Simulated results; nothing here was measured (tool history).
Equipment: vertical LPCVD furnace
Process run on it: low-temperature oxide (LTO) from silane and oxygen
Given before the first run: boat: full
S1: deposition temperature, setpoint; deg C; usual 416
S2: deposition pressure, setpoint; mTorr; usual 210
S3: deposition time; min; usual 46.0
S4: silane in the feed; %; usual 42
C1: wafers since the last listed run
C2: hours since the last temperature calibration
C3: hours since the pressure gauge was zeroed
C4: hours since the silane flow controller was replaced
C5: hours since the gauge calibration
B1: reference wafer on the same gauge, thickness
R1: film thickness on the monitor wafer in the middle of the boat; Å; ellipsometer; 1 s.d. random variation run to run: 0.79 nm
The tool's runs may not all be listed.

run,day,S1,S2,S3,S4,C1,C2,C3,C4,C5,B1,R1
1,0.000,416,210,46.0,42,0,4154.9,2035.3,6050.6,91.6,446.97,5530.2
2,0.579,416,210,46.0,42,216,4168.8,2049.2,6064.5,105.5,446.89,5531.0
3,1.017,416,210,46.0,42,163,4179.3,2059.7,6075.0,116.0,446.98,5525.3
4,1.567,416,210,46.0,42,206,4192.5,2072.9,6088.2,129.2,447.00,5520.7
5,2.058,416,210,46.0,42,184,4204.3,2084.7,6100.0,141.0,447.06,5523.1
# day 3.321: pressure gauge zeroed
6,3.342,416,210,46.0,42,106,4235.1,0.5,6130.8,171.8,447.01,5233.7
7,3.508,423,210,46.0,42,62,4239.1,4.5,6134.8,175.8,447.03,5609.5
8,3.679,416,210,46.0,42,63,4243.2,8.6,6138.9,179.9,447.04,5234.5
9,3.975,416,210,46.0,42,110,4250.3,15.7,6146.0,187.0,447.07,5247.5
10,4.300,412,170,46.0,37,121,4258.1,23.5,6153.8,194.8,446.89,3497.8
11,4.717,416,225,32.0,42,156,4268.1,33.5,6163.8,204.8,447.01,3907.2
12,5.100,416,210,46.0,50,143,4277.3,42.7,6173.0,214.0,446.96,6152.9
# day 6.029: gauge calibrated
# day 6.338: thermocouples replaced and temperature profile calibrated
# day 7.021: silane flow controller replaced
13,7.042,416,210,46.0,42,96,16.9,89.3,0.5,24.3,446.95,5251.2
14,7.212,416,240,46.0,36,63,21.0,93.4,4.6,28.4,446.91,5016.7
15,7.383,416,235,46.0,42,63,25.1,97.5,8.7,32.5,447.02,5875.9
16,7.550,416,210,46.0,42,62,29.1,101.5,12.7,36.5,447.07,5246.7
17,7.721,416,170,46.0,36,63,33.2,105.6,16.8,40.6,447.03,3535.2
18,8.142,416,250,39.0,46,157,43.3,115.7,26.9,50.7,446.95,5813.6
19,10.112,406,210,28.0,48,738,90.6,163.0,74.2,98.0,447.00,3290.7

For each run, what was the tool's unlogged condition?
true tube temperature minus thermocouple reading, K: 0, the same for each run
deviation of the silane flow from its setpoint, %: 0, the same for each run
gauge reads high (%): 0, the same for each run
H1: true pressure minus gauge reading, mTorr
run,H1
1,9.5
2,9.56
3,9.61
4,9.67
5,9.73
6,-1.88
7,-1.86
8,-1.84
9,-1.81
10,-1.77
11,-1.73
12,-1.69
13,-1.47
14,-1.45
15,-1.44
16,-1.42
17,-1.4
18,-1.35
19,-1.14
